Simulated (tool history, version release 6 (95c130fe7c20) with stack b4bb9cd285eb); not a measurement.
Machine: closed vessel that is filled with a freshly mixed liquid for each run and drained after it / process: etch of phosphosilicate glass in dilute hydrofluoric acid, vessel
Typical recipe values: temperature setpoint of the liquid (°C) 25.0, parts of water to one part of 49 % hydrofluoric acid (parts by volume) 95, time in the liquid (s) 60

run   hour  temperature setpoint of the liquid (°C)  parts of water to one part of 49 % hydrofluoric acid (parts by volume)  time in the liquid (s)  read-back film thickness of the phosphosilicate glass reference wafer, read on the same gauge (nm)  thickness taken off the phosphosilicate glass on a monitor wafer (Å)
  1    0.0                                     25.0                                                                      95                      60                                                                                              140.00                                                                 776.4
  2   14.8                                     25.0                                                                      95                      60                                                                                              139.98                                                                 781.6
  3   22.7                                     25.0                                                                      95                      60                                                                                              140.00                                                                 778.2
      31.0  -- thermometer replaced
  4   33.9                                     25.0                                                                      60                      60                                                                                              139.97                                                                1412.4
  5   41.7                                     25.0                                                                      60                      60                                                                                              139.98                                                                1407.9
  6   57.9                                     25.0                                                                      60                      60                                                                                              140.02                                                                1400.3
  7   75.3                                     25.0                                                                      95                      60                                                                                              139.96                                                                 845.0
  8   88.2                                     25.0                                                                      95                      60                                                                                              140.03                                                                 836.7
  9  105.8                                     25.0                                                                      45                      60                                                                                              140.01                                                                1911.2
 10  114.3                                     23.0                                                                      55                      30                                                                                              140.00                                                                 715.6
 11  122.8                                     25.0                                                                      50                      60                                                                                              140.03                                                                1716.0
 12  160.4                                     22.5                                                                      60                      90                                                                                              140.00                                                                1895.0
     163.4  -- hydrofluoric acid flow meter replaced
 13  176.9                                     28.0                                                                     110                      30                                                                                              140.00                                                                 454.1
 14  187.8                                     20.5                                                                     115                      95                                                                                              139.96                                                                1013.9
 15  204.4                                     25.0                                                                     120                      60                                                                                              139.98                                                                 735.5
 16  215.3                                     25.0                                                                      95                      60                                                                                              140.01                                                                 957.2
 17  222.4                                     28.5                                                                      95                      60                                                                                              139.94                                                                1084.3
 18  235.9                                     25.0                                                                     140                      80                                                                                              140.01                                                                 820.3
 19  251.8                                     29.0                                                                      70                      30                                                                                              139.94                                                                 783.1
 20  265.6                                     25.0                                                                      80                      60                                                                                              139.94                                                                1149.9
 21  271.9                                     25.0                                                                      95                      45                                                                                              140.02                                                                 712.7
 22  281.9                                     22.5                                                                     130                      60                                                                                              139.99                                                                 602.8
 23  294.0                                     25.0                                                                      95                      60                                                                                              140.01                                                                 941.9
 24  308.7                                     25.0                                                                      50                      40                                                                                              140.04                                                                1265.4
 25  319.6                                     23.0                                                                     130                      30                                                                                              140.00                                                                 306.4
 26  330.0                                     25.0                                                                     145                      60                                                                                              140.00                                                                 578.3
 27  338.8                                     25.0                                                                      95                      60                                                                                              139.98                                                                 939.6
 28  354.1                                     25.0                                                                      95                      50                                                                                              139.96                                                                 789.2
 29  368.6                                     25.0                                                                      95                      50                                                                                              140.06                                                                 791.7
 30  379.4                                     25.0                                                                      95                      30                                                                                              139.99                                                                 471.9
 31  392.9                                     21.5                                                                     115                      40                                                                                              140.00                                                                 436.9

Pick out some run-to-run changes in thickness taken off the phosphosilicate glass on a monitor wafer (Å). Of each, how much would a tool without hidden state show as well, from the settings, what came in and chance, and how much is left for the hidden state and any gauge scatter not in both results compared?
What the log doesn't record here: liquid colder than its thermometer reads (K); hydrofluoric acid flow below the setpoint (%); gauge reads high (%).
Run 8 -> 9: parts of water to one part of 49 % hydrofluoric acid (parts by volume) 95 -> 45. thickness taken off the phosphosilicate glass on a monitor wafer (Å) +1074.5: hidden state -154.2, all else +1228.7.
Run 9 -> 10: temperature setpoint of the liquid (°C) 25.0 -> 23.0, parts of water to one part of 49 % hydrofluoric acid (parts by volume) 45 -> 55, time in the liquid (s) 60 -> 30. thickness taken off the phosphosilicate glass on a monitor wafer (Å) -1195.6: hidden state +175.4, all else -1371.0.
Run 12 -> 13: temperature setpoint of the liquid (°C) 22.5 -> 28.0, parts of water to one part of 49 % hydrofluoric acid (parts by volume) 60 -> 110, time in the liquid (s) 90 -> 30, hydrofluoric acid flow meter replaced. thickness taken off the phosphosilicate glass on a monitor wafer (Å) -1440.9: hidden state +290.0, all else -1730.9.

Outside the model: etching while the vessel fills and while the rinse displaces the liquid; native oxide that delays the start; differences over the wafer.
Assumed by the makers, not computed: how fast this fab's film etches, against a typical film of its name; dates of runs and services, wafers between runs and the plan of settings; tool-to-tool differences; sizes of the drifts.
